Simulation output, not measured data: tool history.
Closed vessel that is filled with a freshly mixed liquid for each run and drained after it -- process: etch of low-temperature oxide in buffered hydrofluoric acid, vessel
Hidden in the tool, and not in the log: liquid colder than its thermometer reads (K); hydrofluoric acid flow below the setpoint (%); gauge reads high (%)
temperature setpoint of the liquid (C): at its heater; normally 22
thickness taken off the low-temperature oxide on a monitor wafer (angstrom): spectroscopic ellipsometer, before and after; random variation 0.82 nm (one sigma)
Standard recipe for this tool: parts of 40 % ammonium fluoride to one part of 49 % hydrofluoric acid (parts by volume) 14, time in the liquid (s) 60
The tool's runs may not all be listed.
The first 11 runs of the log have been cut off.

run	hour	temperature setpoint of the liquid (C)	parts of 40 % ammonium fluoride to one part of 49 % hydrofluoric acid (parts by volume)	time in the liquid (s)	wafers since the last listed run	hours since the thermometer was replaced	hours since the hydrofluoric acid flow meter was replaced	hours since the gauge calibration	read-back film thickness of the low-temperature oxide reference wafer, read on the same gauge (nm)	thickness taken off the low-temperature oxide on a monitor wafer (angstrom)
# hour 502.6: hydrofluoric acid flow meter replaced
12	531.5	19.5	12	40	3366	2587.1	28.9	1382.2	150.01	648.9
13	599.5	22	16.5	35	6791	2655.1	96.9	1450.2	150	470.5
14	636.1	24.5	14	60	3655	2691.7	133.5	1486.8	150	1084.6
15	668	27	9	30	3186	2723.6	165.4	1518.7	149.99	926.6
16	721.7	17	19.5	90	5363	2777.3	219.1	1572.4	149.97	768.6
17	770.9	26	9.5	85	4914	2826.5	268.3	1621.6	149.99	2396
# hour 799.7: thermometer replaced
18	821.5	22	12.5	60	4954	21.8	318.9	1672.2	150.01	1172.4
19	857.9	19	8.5	90	3635	58.2	355.3	1708.6	149.98	2114.6
20	912.1	22	16	50	5413	112.4	409.5	1762.8	150	775.5
21	949.7	25	18	90	3755	150	447.1	1800.4	150.02	1468.2
# hour 975.3: gauge calibrated
22	991.7	22	17.5	45	4195	192	489.1	16.4	150	634.4
23	1021.2	22	11.5	50	2946	221.5	518.6	45.9	150	1083.7
24	1066.1	25.5	14	70	4484	266.4	563.5	90.8	149.97	1490.1
25	1123.9	17.5	8.5	75	5773	324.2	621.3	148.6	150	1626.8
26	1180.6	22	14	60	5663	380.9	678	205.3	149.99	1054.6
27	1246.7	22	14	60	6602	447	744.1	271.4	150.01	1030.5
28	1291.6	22	14	85	4484	491.9	789	316.3	150.01	1510.6
29	1346.3	22	14	60	5463	546.6	843.7	371	149.98	1062.3
30	1398.4	22	11.5	70	5203	598.7	895.8	423.1	150	1465.3
31	1461.2	22	14	75	6272	661.5	958.6	485.9	149.98	1282.6
32	1531.9	19	9.5	35	7061	732.2	1029.3	556.6	149.98	738.8

What if the next run were any one of these 4? Each begins from the tool's condition after run 32:
A	1532.6	22	14	60	69	732.9	1030	557.3	?	?
B	1532.6	22	18.5	60	69	732.9	1030	557.3	?	?
C	1532.6	26	11	90	69	732.9	1030	557.3	?	?
D	1532.6	22	11.5	60	69	732.9	1030	557.3	?	?

run	read-back film thickness of the low-temperature oxide reference wafer, read on the same gauge (nm)	thickness taken off the low-temperature oxide on a monitor wafer (angstrom)
A	149.99	1028.8
B	149.99	781.9
C	149.99	2432.1
D	149.99	1247.4
Without the tool's hidden state the same runs would have given:
run	thickness taken off the low-temperature oxide on a monitor wafer (angstrom)
A	1055.4
B	802.1
C	2493.2
D	1279.6
